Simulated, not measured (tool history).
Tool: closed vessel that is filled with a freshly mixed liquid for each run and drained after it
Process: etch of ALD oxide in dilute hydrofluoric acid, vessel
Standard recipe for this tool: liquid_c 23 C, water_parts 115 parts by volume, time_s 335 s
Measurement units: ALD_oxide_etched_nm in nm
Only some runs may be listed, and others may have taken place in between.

run   hour  liquid_c  water_parts  time_s  read-back film thickness of the ALD oxide reference wafer, read on the same gauge (nm)  ALD_oxide_etched_nm
  1      0        23          115     335                                                                                      30                 59.4
  2  157.1        23          115     255                                                                                   30.02                 45.4
  3    263        23          115     255                                                                                   30.01                45.58
       421  -- gauge calibrated
  4  510.1      25.5          115     335                                                                                   30.02                66.98
     530.2  -- hydrofluoric acid flow meter replaced
  5  587.4      25.5          115     335                                                                                   29.98                65.04
  6  639.3      25.5          115     335                                                                                   30.01                64.93
  7  742.5        23          115     335                                                                                   29.99                58.95
       773  -- thermometer replaced
  8  818.1        23          115     525                                                                                   29.99                93.12

Run 9 is up next; what results do you expect?
  9  867.1        23          100     445                                                                                       ?                    ?

read-back film thickness of the ALD oxide reference wafer, read on the same gauge (nm): 30.01
ALD_oxide_etched_nm: 92.54 nm
Had the tool carried no hidden state, the very same run would have given ALD_oxide_etched_nm 90.92 nm.
